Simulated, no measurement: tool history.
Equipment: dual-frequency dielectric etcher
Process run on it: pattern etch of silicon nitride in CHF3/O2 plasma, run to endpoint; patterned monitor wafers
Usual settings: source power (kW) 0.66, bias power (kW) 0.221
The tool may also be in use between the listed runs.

run	hour	source power (kW)	bias power (kW)	incoming incoming film thickness, nm	endpoint time (s)
1	0	0.66	0.221	102	66.2
2	111.4	0.66	0.221	102.5	67
3	163.2	0.66	0.234	102.1	65.2
4	198.9	0.66	0.234	102.2	64.9
5	231.1	0.66	0.221	102.4	67.6
# hour 265.8: upper electrode replaced
6	266.3	0.66	0.221	101.8	68
7	301.1	0.73	0.221	101.9	64.2
# hour 339.2: bias power generator calibrated
8	352.6	0.73	0.221	102.7	64.7
# hour 395.8: wet clean of the chamber
9	396.3	0.66	0.181	101.5	76.1
10	425.2	0.72	0.185	101.9	73.1
11	490.1	0.78	0.196	101.4	69.2
# hour 518.9: wet clean of the chamber, repeated, since the last time left the tool worse
12	557.2	0.66	0.221	102.7	66.1
13	626.9	0.66	0.221	101.9	64.7
# hour 632.7: source power generator calibrated
14	683	0.79	0.258	101.5	56.2
15	729.2	0.5	0.249	102.5	69.1
16	795.1	0.66	0.221	101.8	66.1

Alternative continuations, all from the tool just after run 16; predict every row:
A	795.5	0.66	0.196	103.2	?
B	795.5	0.6	0.247	103.2	?
C	795.5	0.81	0.27	103.2	?
D	795.5	0.58	0.241	103.2	?

run	endpoint time (s)
A	71.3
B	66.3
C	56.9
D	67.9
The same runs, with their run-to-run variation unchanged, on a tool lacking any hidden condition would have given:
run	endpoint time (s)
A	70.3
B	65.3
C	56.1
D	66.9
